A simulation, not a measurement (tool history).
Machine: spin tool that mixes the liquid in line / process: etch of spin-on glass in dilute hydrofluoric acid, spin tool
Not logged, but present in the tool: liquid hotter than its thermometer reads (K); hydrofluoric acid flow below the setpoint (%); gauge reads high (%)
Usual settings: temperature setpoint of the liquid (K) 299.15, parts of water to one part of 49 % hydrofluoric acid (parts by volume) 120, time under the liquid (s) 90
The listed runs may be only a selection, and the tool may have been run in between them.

run   hour  temperature setpoint of the liquid (K)  parts of water to one part of 49 % hydrofluoric acid (parts by volume)  time under the liquid (s)  wafers since the last listed run  hours since the thermometer was replaced  hours since the hydrofluoric acid flow meter was replaced  hours since the gauge calibration  read-back film thickness of the spin-on glass reference wafer, read on the same gauge (nm)  thickness taken off the spin-on glass on a monitor wafer (angstrom)
  1      0                                  296.65                                                                     120                        125                                 0                                    2279.8                                                      999.8                              131.2                                                                                       39.98                                                                281.7
  2   16.5                                  296.65                                                                     120                        125                               148                                    2296.3                                                     1016.3                              147.7                                                                                       40.01                                                                284.3
  3   29.5                                  296.65                                                                     120                        125                               117                                    2309.3                                                     1029.3                              160.7                                                                                       40.01                                                                283.3
  4   43.7                                  299.15                                                                     120                        105                               127                                    2323.5                                                     1043.5                              174.9                                                                                       39.98                                                                260.2
  5   59.1                                  299.15                                                                     120                         90                               138                                    2338.9                                                     1058.9                              190.3                                                                                       39.99                                                                221.7
  6   68.7                                  299.15                                                                     120                         90                                86                                    2348.5                                                     1068.5                              199.9                                                                                       39.99                                                                221.8
  7   84.6                                  300.15                                                                     120                         90                               143                                    2364.4                                                     1084.4                              215.8                                                                                       40.01                                                                230.6
  8   96.1                                  300.15                                                                     120                         90                               103                                    2375.9                                                     1095.9                              227.3                                                                                       39.99                                                                232.5
  9  107.2                                  300.15                                                                     120                         90                                99                                      2387                                                       1107                              238.4                                                                                       39.99                                                                228.4
 10  122.7                                  299.15                                                                     120                         90                               139                                    2402.5                                                     1122.5                              253.9                                                                                       39.99                                                                221.7
     129.9  -- thermometer replaced
     136.8  -- gauge calibrated
 11  140.4                                  299.15                                                                     120                         90                               150                                      10.5                                                     1140.2                                3.6                                                                                       40.02                                                                219.5
 12  148.1                                  299.15                                                                     120                         45                                69                                      18.2                                                     1147.9                               11.3                                                                                       40.01                                                                110.1
 13  157.5                                  301.65                                                                     120                        145                                84                                      27.6                                                     1157.3                               20.7                                                                                       39.98                                                                391.6
 14  172.7                                  297.65                                                                     150                         90                               136                                      42.8                                                     1172.5                               35.9                                                                                       40.01                                                                160.4
 15  186.2                                  299.15                                                                      70                         90                               121                                      56.3                                                       1186                               49.4                                                                                       39.99                                                                404.9
     212.6  -- hydrofluoric acid flow meter replaced
 16  223.1                                  299.15                                                                     120                         90                               323                                      93.2                                                       10.5                               86.3                                                                                          40                                                                251.9
 17  229.2                                  299.15                                                                     120                         90                                54                                      99.3                                                       16.6                               92.4                                                                                       39.98                                                                251.7
 18  246.4                                  296.15                                                                     160                        120                               154                                     116.5                                                       33.8                              109.6                                                                                       39.97                                                                213.8
 19  262.1                                  299.15                                                                     175                        145                               141                                     132.2                                                       49.5                              125.3                                                                                          40                                                                258.3
 20  277.2                                  299.15                                                                     170                         50                               135                                     147.3                                                       64.6                              140.4                                                                                       39.98                                                                 91.6
 21  293.3                                  296.15                                                                     155                         90                               144                                     163.4                                                       80.7                              156.5                                                                                       40.02                                                                  163
 22  300.7                                  296.15                                                                     120                        115                                66                                     170.8                                                       88.1                              163.9                                                                                       40.01                                                                  284

Here are 4 independent what-if runs from the current tool condition. What would each one return?
  A  301.1                                  299.15                                                                     120                         90                                 3                                     171.2                                                       88.5                              164.3                                                                                           ?                                                                    ?
  B  301.1                                  299.15                                                                     180                        125                                 3                                     171.2                                                       88.5                              164.3                                                                                           ?                                                                    ?
  C  301.1                                  303.15                                                                     105                         90                                 3                                     171.2                                                       88.5                              164.3                                                                                           ?                                                                    ?
  D  301.1                                  300.65                                                                     120                         60                                 3                                     171.2                                                       88.5                              164.3                                                                                           ?                                                                    ?

run  read-back film thickness of the spin-on glass reference wafer, read on the same gauge (nm)  thickness taken off the spin-on glass on a monitor wafer (angstrom)
  A                                                                                          40                                                                246.7
  B                                                                                          40                                                                212.3
  C                                                                                          40                                                                334.6
  D                                                                                          40                                                                174.1
What these runs would have given with no unlogged condition in the tool:
run  thickness taken off the spin-on glass on a monitor wafer (angstrom)
  A                                                                254.2
  B                                                                  219
  C                                                                344.7
  D                                                                179.4

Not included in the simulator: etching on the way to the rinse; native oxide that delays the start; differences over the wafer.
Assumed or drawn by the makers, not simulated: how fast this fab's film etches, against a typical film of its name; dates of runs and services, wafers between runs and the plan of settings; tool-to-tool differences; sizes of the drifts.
